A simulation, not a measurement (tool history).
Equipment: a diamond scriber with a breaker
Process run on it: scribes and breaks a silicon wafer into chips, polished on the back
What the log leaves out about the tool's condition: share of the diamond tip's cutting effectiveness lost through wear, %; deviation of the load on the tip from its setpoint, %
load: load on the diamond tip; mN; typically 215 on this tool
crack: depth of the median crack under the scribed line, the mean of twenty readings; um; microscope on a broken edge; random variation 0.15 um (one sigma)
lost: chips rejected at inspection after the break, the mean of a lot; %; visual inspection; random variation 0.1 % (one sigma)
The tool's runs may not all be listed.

run	day	load	wafers since the last listed run	hours since the diamond tip was replaced	hours since the load on the tip was calibrated	incoming depth of the damage left on the back of the incoming wafer, um	crack	lost
1	0.000	242	0	195.6	364.7	0.04	7.96	3.62
2	2.350	242	256	252.0	421.1	0.02	7.88	3.74
3	5.275	242	318	322.2	491.3	0.02	7.78	4.58
# day 6.888: diamond tip replaced by a new one
4	6.979	172	176	2.2	532.2	0.03	7.54	6.88
5	8.942	264	213	49.3	579.3	0.04	9.43	2.31
6	10.004	215	115	74.8	604.8	0.04	7.78	3.86
7	11.788	215	194	117.6	647.6	0.02	7.45	5.32
8	19.642	215	856	306.1	836.1	0.03	7.30	9.56
# day 20.954: diamond tip replaced by a new one
9	21.838	215	230	21.2	888.8	0.02	8.45	2.33
10	23.233	215	152	54.7	922.3	0.01	8.18	2.93
11	25.633	276	261	112.3	979.9	0.01	9.02	1.68
12	26.967	215	145	144.3	1011.9	0.03	7.45	6.00
13	29.954	242	325	216.0	1083.6	0.01	7.64	3.34
# day 30.862: load on the tip recalibrated
14	32.017	245	215	265.5	27.7	0.01	7.85	3.76
15	33.121	247	120	292.0	54.2	0.05	7.88	3.79
# day 34.771: diamond tip replaced by a new one
16	35.138	232	210	8.8	102.6	0.03	9.12	1.82
17	37.033	215	206	54.3	148.1	0.02	8.26	3.03
18	39.158	241	231	105.3	199.1	0.02	8.23	2.22
19	41.708	236	277	166.5	260.3	0.03	7.90	3.62
20	43.883	215	237	218.7	312.5	0.03	7.33	7.60
# day 46.900: diamond tip replaced by a new one
21	52.712	171	953	139.5	524.4	0.02	6.52	16.65

Each row is a separate what-if for the run after 21, all from the same tool condition, not one after another. Results?
A	52.733	152	2	140.0	524.9	0.04	?	?
B	52.733	190	2	140.0	524.9	0.04	?	?
C	52.733	257	2	140.0	524.9	0.04	?	?
D	52.733	273	2	140.0	524.9	0.04	?	?
E	52.733	237	2	140.0	524.9	0.04	?	?

run	crack	lost
A	5.88	26.26
B	6.90	11.20
C	8.54	1.79
D	8.91	1.82
E	8.07	2.79
What these runs would have given with no unlogged condition in the tool:
run	crack	lost
A	6.80	12.40
B	7.98	3.13
C	9.87	4.58
D	10.30	6.77
E	9.33	2.59
